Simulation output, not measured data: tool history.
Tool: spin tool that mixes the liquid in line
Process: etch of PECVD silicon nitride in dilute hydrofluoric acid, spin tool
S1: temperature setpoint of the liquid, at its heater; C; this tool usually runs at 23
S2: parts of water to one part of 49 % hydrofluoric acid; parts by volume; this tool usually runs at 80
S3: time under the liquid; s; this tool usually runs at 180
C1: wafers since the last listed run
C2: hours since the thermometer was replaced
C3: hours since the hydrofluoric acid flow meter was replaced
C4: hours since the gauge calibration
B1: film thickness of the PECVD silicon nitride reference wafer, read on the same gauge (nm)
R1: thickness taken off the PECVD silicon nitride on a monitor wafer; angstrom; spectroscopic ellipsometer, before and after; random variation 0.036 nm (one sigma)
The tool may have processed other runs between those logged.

Run 1, hour 0: usual settings; C1 0; C2 1135.1; C3 1064.4; C4 514.9; B1 119.996. Result: R1 36.59 angstrom.
Run 2, hour 92: usual settings; C1 558; C2 1227.1; C3 1156.4; C4 606.9; B1 119.999. Result: R1 36.61 angstrom.
Run 3, hour 168: usual settings; C1 461; C2 1303.1; C3 1232.4; C4 682.9; B1 119.983. Result: R1 35.87 angstrom.
Run 4, hour 245.3: usual settings; C1 469; C2 1380.4; C3 1309.7; C4 760.2; B1 119.999. Result: R1 35.82 angstrom.
Run 5, hour 322.3: usual settings; C1 467; C2 1457.4; C3 1386.7; C4 837.2; B1 119.994. Result: R1 35.75 angstrom.
At hour 568: gauge calibrated.
Run 6, hour 602.3: usual settings but S3 130 s; C1 1700; C2 1737.4; C3 1666.7; C4 34.3; B1 119.985. Result: R1 24.54 angstrom.
At hour 632.5: thermometer replaced.
At hour 645.6: hydrofluoric acid flow meter replaced.
Run 7, hour 648.1: usual settings but S3 130 s; C1 266; C2 15.6; C3 2.5; C4 80.1; B1 120.009. Result: R1 29.62 angstrom.
Run 8, hour 707.9: usual settings but S1 21.5 C, S2 110 parts by volume, S3 255 s; C1 363; C2 75.4; C3 62.3; C4 139.9; B1 120.004. Result: R1 38.64 angstrom.
Run 9, hour 810.9: usual settings but S1 27 C, S3 75 s; C1 625; C2 178.4; C3 165.3; C4 242.9; B1 120.013. Result: R1 22.2 angstrom.
Run 10, hour 866.2: usual settings; C1 335; C2 233.7; C3 220.6; C4 298.2; B1 119.994. Result: R1 40.44 angstrom.
Run 11, hour 914.7: usual settings but S1 27.5 C; C1 294; C2 282.2; C3 269.1; C4 346.7; B1 119.998. Result: R1 53.58 angstrom.
Run 12, hour 962.4: usual settings but S1 18.5 C, S2 55 parts by volume, S3 95 s; C1 289; C2 329.9; C3 316.8; C4 394.4; B1 119.986. Result: R1 22.16 angstrom.
Run 13, hour 1041.3: usual settings; C1 479; C2 408.8; C3 395.7; C4 473.3; B1 120.017. Result: R1 39.36 angstrom.
Run 14, hour 1119.2: usual settings; C1 473; C2 486.7; C3 473.6; C4 551.2; B1 120.002. Result: R1 39.22 angstrom.

What was the tool's hidden state at every run in the log?
gauge reads high (%): 0 across all the runs
H1: liquid colder than its thermometer reads (K)
H2: hydrofluoric acid flow below the setpoint (%)
run     H1    H2
  1  0.935   7.3
  2   1.01  7.91
  3   1.06  8.41
  4   1.12  8.92
  5   1.18  9.43
  6    1.4  11.3
  7  0.197   1.2
  8  0.243  1.59
  9  0.322  2.27
 10  0.364  2.64
 11  0.401  2.96
 12  0.438  3.28
 13  0.499   3.8
 14  0.558  4.31

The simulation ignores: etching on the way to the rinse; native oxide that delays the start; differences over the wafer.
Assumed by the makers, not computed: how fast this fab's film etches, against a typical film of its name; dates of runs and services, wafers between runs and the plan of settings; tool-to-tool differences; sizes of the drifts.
